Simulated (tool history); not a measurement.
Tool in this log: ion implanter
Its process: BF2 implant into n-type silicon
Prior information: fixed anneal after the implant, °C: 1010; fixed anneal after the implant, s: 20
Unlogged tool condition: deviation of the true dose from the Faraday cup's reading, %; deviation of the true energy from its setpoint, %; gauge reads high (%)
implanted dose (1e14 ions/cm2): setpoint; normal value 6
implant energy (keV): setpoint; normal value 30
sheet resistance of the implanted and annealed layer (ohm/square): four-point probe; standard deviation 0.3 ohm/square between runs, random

run	hour	implanted dose (1e14 ions/cm2)	implant energy (keV)	wafers since the last listed run	hours since the last dose calibration	hours since the extraction supply was calibrated	hours since the gauge calibration	read-back reference wafer on the same gauge, sheet resistance	sheet resistance of the implanted and annealed layer (ohm/square)
1	0	6	30	0	1826.2	4021.4	2.6	187.01	201.61
2	30.2	6	30	577	1856.4	4051.6	32.8	186.97	201.79
3	53.9	6	30	452	1880.1	4075.3	56.5	186.99	202.05
4	75.6	6	22	414	1901.8	4097	78.2	186.96	215.46
5	109.9	6	22	655	1936.1	4131.3	112.5	186.95	216.46
6	133	6	22	441	1959.2	4154.4	135.6	187	216.5
7	164.9	6	30	609	1991.1	4186.3	167.5	187.01	202.52
8	198.2	6	30	636	2024.4	4219.6	200.8	186.88	202.04
9	229.9	4.92	24.5	605	2056.1	4251.3	232.5	187	243.22
10	332	6	30	1950	2158.2	4353.4	334.6	186.94	201.51
11	352.4	6	36	389	2178.6	4373.8	355	186.99	195.93
12	369.3	6	36	322	2195.5	4390.7	371.9	187.03	196.63
13	385.2	6	30	303	2211.4	4406.6	387.8	187.03	202.5
14	397.5	6.92	30	235	2223.7	4418.9	400.1	186.93	182.69
15	418.3	6	30	397	2244.5	4439.7	420.9	186.99	202.6
16	433.4	4.49	30	288	2259.6	4454.8	436	186.94	253.94
17	448.2	4.67	25	282	2274.4	4469.6	450.8	187.02	252.79
18	467.6	4.96	26.5	370	2293.8	4489	470.2	186.98	239.1
19	492.7	5.18	38.5	479	2318.9	4514.1	495.3	187	219.32
20	519.4	6	30	510	2345.6	4540.8	522	186.98	202.31
21	550.3	7.16	30	590	2376.5	4571.7	552.9	187.04	178.94
22	578.7	7.26	40	542	2404.9	4600.1	581.3	186.98	166.71
23	598.9	5.18	38.5	385	2425.1	4620.3	601.5	187.03	218.91
# hour 628.1: Faraday cup replaced and dose calibrated
24	703	6	30	1836	74.9	4724.4	705.6	186.97	200.05
25	720.4	4.82	36	332	92.3	4741.8	723	186.9	231.66
# hour 721.3: gauge calibrated
26	738.1	6.9	39.5	338	110	4759.5	16.8	186.98	170.93
# hour 757.1: extraction supply calibrated
27	773.7	6	30	527	145.6	16.6	52.4	186.94	199.98
28	793.2	6	30	372	165.1	36.1	71.9	186.97	200.05
29	826.5	6.81	38.5	636	198.4	69.4	105.2	187.06	173.45
30	849.7	6	30	443	221.6	92.6	128.4	186.94	200.05
31	932.5	7.02	20	1582	304.4	175.4	211.2	186.93	201.44
32	952.4	6.84	24.5	380	324.3	195.3	231.1	186.99	192.36
33	967.9	7.62	23.5	296	339.8	210.8	246.6	187.02	182.87
34	982.5	6.82	26	278	354.4	225.4	261.2	186.98	189.64
35	1003.1	5.34	35	393	375	246	281.8	187.05	213.55
36	1023.4	7.38	25	387	395.3	266.3	302.1	187	182.9

Below, some changes in sheet resistance of the implanted and annealed layer (ohm/square) between adjacent runs. For each, the amount present without the hidden state too (settings, incoming material, random variation) and the amount remaining for the hidden state with gauge scatter not shared by both compared results:
Run 15 -> 16: implanted dose (1e14 ions/cm2) 6 -> 4.49. sheet resistance of the implanted and annealed layer (ohm/square) +51.34: hidden state +1.35, all else +49.99.
Run 22 -> 23: implanted dose (1e14 ions/cm2) 7.26 -> 5.18, implant energy (keV) 40 -> 38.5. sheet resistance of the implanted and annealed layer (ohm/square) +52.2: hidden state +1.43, all else +50.77.
Run 23 -> 24: implanted dose (1e14 ions/cm2) 5.18 -> 6, implant energy (keV) 38.5 -> 30, Faraday cup replaced and dose calibrated. sheet resistance of the implanted and annealed layer (ohm/square) -18.86: hidden state -3.64, all else -15.22.
Run 25 -> 26: implanted dose (1e14 ions/cm2) 4.82 -> 6.9, implant energy (keV) 36 -> 39.5, gauge calibrated. sheet resistance of the implanted and annealed layer (ohm/square) -60.73: hidden state -0.28, all else -60.45.
